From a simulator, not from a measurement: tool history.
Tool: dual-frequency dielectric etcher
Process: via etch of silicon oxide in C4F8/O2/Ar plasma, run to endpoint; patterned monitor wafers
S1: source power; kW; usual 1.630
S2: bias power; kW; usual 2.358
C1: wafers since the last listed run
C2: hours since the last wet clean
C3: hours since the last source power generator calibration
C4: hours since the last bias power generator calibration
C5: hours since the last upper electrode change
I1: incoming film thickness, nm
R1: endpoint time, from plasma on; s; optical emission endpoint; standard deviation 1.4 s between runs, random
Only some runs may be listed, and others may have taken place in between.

{"run": 1, "hour": 0.0, "S1": 1.63, "S2": 2.358, "C1": 0, "C2": 276.9, "C3": 5393.8, "C4": 3774.7, "C5": 2852.0, "I1": 1375.0, "R1": 271.1}
{"run": 2, "hour": 14.8, "S1": 1.48, "S2": 2.358, "C1": 94, "C2": 291.7, "C3": 5408.6, "C4": 3789.5, "C5": 2866.8, "I1": 1395.9, "R1": 283.1}
{"run": 3, "hour": 24.0, "S1": 1.48, "S2": 2.358, "C1": 58, "C2": 300.9, "C3": 5417.8, "C4": 3798.7, "C5": 2876.0, "I1": 1385.5, "R1": 280.8}
{"run": 4, "hour": 34.3, "S1": 1.48, "S2": 2.358, "C1": 66, "C2": 311.2, "C3": 5428.1, "C4": 3809.0, "C5": 2886.3, "I1": 1371.8, "R1": 278.0}
{"run": 5, "hour": 46.0, "S1": 1.49, "S2": 1.901, "C1": 75, "C2": 322.9, "C3": 5439.8, "C4": 3820.7, "C5": 2898.0, "I1": 1371.8, "R1": 294.9}
{"run": 6, "hour": 62.3, "S1": 1.49, "S2": 1.901, "C1": 104, "C2": 339.2, "C3": 5456.1, "C4": 3837.0, "C5": 2914.3, "I1": 1387.8, "R1": 298.7}
{"hour": 84.7, "done": "bias power generator calibrated"}
{"hour": 96.1, "done": "wet clean of the chamber"}
{"run": 7, "hour": 96.6, "S1": 1.49, "S2": 1.901, "C1": 121, "C2": 0.5, "C3": 5490.4, "C4": 11.9, "C5": 2948.6, "I1": 1377.4, "R1": 305.2}
{"run": 8, "hour": 97.0, "S1": 1.63, "S2": 2.358, "C1": 2, "C2": 0.9, "C3": 5490.8, "C4": 12.3, "C5": 2949.0, "I1": 1382.9, "R1": 282.1}
{"run": 9, "hour": 100.6, "S1": 1.63, "S2": 2.358, "C1": 23, "C2": 4.5, "C3": 5494.4, "C4": 15.9, "C5": 2952.6, "I1": 1394.4, "R1": 284.7}
{"run": 10, "hour": 117.5, "S1": 1.63, "S2": 2.358, "C1": 108, "C2": 21.4, "C3": 5511.3, "C4": 32.8, "C5": 2969.5, "I1": 1400.4, "R1": 284.3}
{"run": 11, "hour": 132.9, "S1": 1.63, "S2": 2.071, "C1": 98, "C2": 36.8, "C3": 5526.7, "C4": 48.2, "C5": 2984.9, "I1": 1380.0, "R1": 290.5}
{"hour": 163.8, "done": "source power generator calibrated"}
{"hour": 167.7, "done": "upper electrode replaced, of another model than before"}
{"run": 12, "hour": 168.2, "S1": 1.63, "S2": 2.358, "C1": 175, "C2": 72.1, "C3": 4.4, "C4": 83.5, "C5": 0.5, "I1": 1370.6, "R1": 278.3}
{"run": 13, "hour": 168.7, "S1": 1.36, "S2": 2.606, "C1": 3, "C2": 72.6, "C3": 4.9, "C4": 84.0, "C5": 1.0, "I1": 1381.9, "R1": 299.8}
{"run": 14, "hour": 169.1, "S1": 1.63, "S2": 2.067, "C1": 2, "C2": 73.0, "C3": 5.3, "C4": 84.4, "C5": 1.4, "I1": 1380.1, "R1": 285.0}
{"run": 15, "hour": 179.6, "S1": 1.52, "S2": 2.842, "C1": 67, "C2": 83.5, "C3": 15.8, "C4": 94.9, "C5": 11.9, "I1": 1388.7, "R1": 284.3}
{"run": 16, "hour": 195.2, "S1": 1.51, "S2": 2.802, "C1": 100, "C2": 99.1, "C3": 31.4, "C4": 110.5, "C5": 27.5, "I1": 1376.3, "R1": 279.1}
{"run": 17, "hour": 213.1, "S1": 1.63, "S2": 2.358, "C1": 114, "C2": 117.0, "C3": 49.3, "C4": 128.4, "C5": 45.4, "I1": 1394.3, "R1": 277.1}
{"run": 18, "hour": 228.3, "S1": 1.37, "S2": 2.358, "C1": 97, "C2": 132.2, "C3": 64.5, "C4": 143.6, "C5": 60.6, "I1": 1379.8, "R1": 303.6}
{"run": 19, "hour": 242.5, "S1": 1.83, "S2": 2.012, "C1": 91, "C2": 146.4, "C3": 78.7, "C4": 157.8, "C5": 74.8, "I1": 1392.7, "R1": 270.5}
{"run": 20, "hour": 252.6, "S1": 1.29, "S2": 2.358, "C1": 64, "C2": 156.5, "C3": 88.8, "C4": 167.9, "C5": 84.9, "I1": 1383.3, "R1": 312.9}

Consider 3 possible next runs. They are alternatives, not a sequence: every one starts from the tool as it was left by run 20. What does each give?
{"run": "A", "hour": 253.1, "S1": 1.63, "S2": 2.839, "C1": 3, "C2": 157.0, "C3": 89.3, "C4": 168.4, "C5": 85.4, "I1": 1392.4, "R1": "?"}
{"run": "B", "hour": 253.1, "S1": 1.46, "S2": 2.091, "C1": 3, "C2": 157.0, "C3": 89.3, "C4": 168.4, "C5": 85.4, "I1": 1392.4, "R1": "?"}
{"run": "C", "hour": 253.1, "S1": 1.63, "S2": 2.628, "C1": 3, "C2": 157.0, "C3": 89.3, "C4": 168.4, "C5": 85.4, "I1": 1392.4, "R1": "?"}

run=A R1=269.0
run=B R1=299.8
run=C R1=272.8
Without the tool's unlogged condition, the same runs would have read:
run=A R1=273.0
run=B R1=304.3
run=C R1=276.9

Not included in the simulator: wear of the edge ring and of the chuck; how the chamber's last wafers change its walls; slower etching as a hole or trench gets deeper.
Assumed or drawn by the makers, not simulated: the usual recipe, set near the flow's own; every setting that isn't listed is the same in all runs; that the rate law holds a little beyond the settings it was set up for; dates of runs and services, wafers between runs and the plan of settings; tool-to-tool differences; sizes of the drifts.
